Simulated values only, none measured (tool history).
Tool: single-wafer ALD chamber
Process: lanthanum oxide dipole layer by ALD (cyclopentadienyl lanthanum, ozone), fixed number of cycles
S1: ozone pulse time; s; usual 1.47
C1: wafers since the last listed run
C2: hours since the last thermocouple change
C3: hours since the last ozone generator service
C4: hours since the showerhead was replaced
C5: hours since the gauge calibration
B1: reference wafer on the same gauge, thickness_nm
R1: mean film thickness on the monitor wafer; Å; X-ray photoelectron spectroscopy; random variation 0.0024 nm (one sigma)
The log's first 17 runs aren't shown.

run,hour,S1,C1,C2,C3,C4,C5,B1,R1
18,872,1.47,479,1896.6,1070.3,176.6,1469.8,0.452,5.42
19,923.6,2.05,890,1948.2,1121.9,228.2,1521.4,0.453,5.65
20,979.9,1.47,971,2004.5,1178.2,284.5,1577.7,0.452,5.38
21,1015.2,1.32,609,2039.8,1213.5,319.8,1613,0.452,5.28
22,1039.4,1.47,417,2064,1237.7,344,1637.2,0.453,5.42
23,1223.4,1.03,3176,2248,1421.7,528,1821.2,0.452,4.76
24,1276.1,1.82,909,2300.7,1474.4,580.7,1873.9,0.452,5.61
25,1317.4,1.47,712,2342,1515.7,622,1915.2,0.452,5.33
26,1385.2,1.69,1170,2409.8,1583.5,689.8,1983,0.452,5.48
# hour 1417.5: thermocouple changed; heater temperature recalibrated
27,1434,1.47,704,16.5,1632.3,738.6,2031.8,0.452,5.26
28,1472.4,1.89,662,54.9,1670.7,777,2070.2,0.452,5.59
# hour 1540.1: gauge calibrated
# hour 1607.6: ozone generator serviced
29,1640.3,1.47,2760,222.8,32.7,944.9,100.2,0.452,5.54
30,1694.7,2.04,939,277.2,87.1,999.3,154.6,0.452,5.81
31,1751.8,1.22,985,334.3,144.2,1056.4,211.7,0.452,5.3
32,1934,1.95,3145,516.5,326.4,1238.6,393.9,0.452,5.73
33,1990.9,1.3,982,573.4,383.3,1295.5,450.8,0.452,5.37
34,2060.1,1.29,1194,642.6,452.5,1364.7,520,0.452,5.41

4 ways to go on from here, each from the tool as it stands after run 34. What would each give?
A,2060.5,1.15,6,643,452.9,1365.1,520.4,?,?
B,2060.5,1.09,6,643,452.9,1365.1,520.4,?,?
C,2060.5,1.79,6,643,452.9,1365.1,520.4,?,?
D,2060.5,1.75,6,643,452.9,1365.1,520.4,?,?

run,B1,R1
A,0.452,5.2
B,0.452,5.12
C,0.452,5.66
D,0.452,5.65
Without the tool's hidden state the same runs would have given:
run,R1
A,5.25
B,5.18
C,5.69
D,5.67
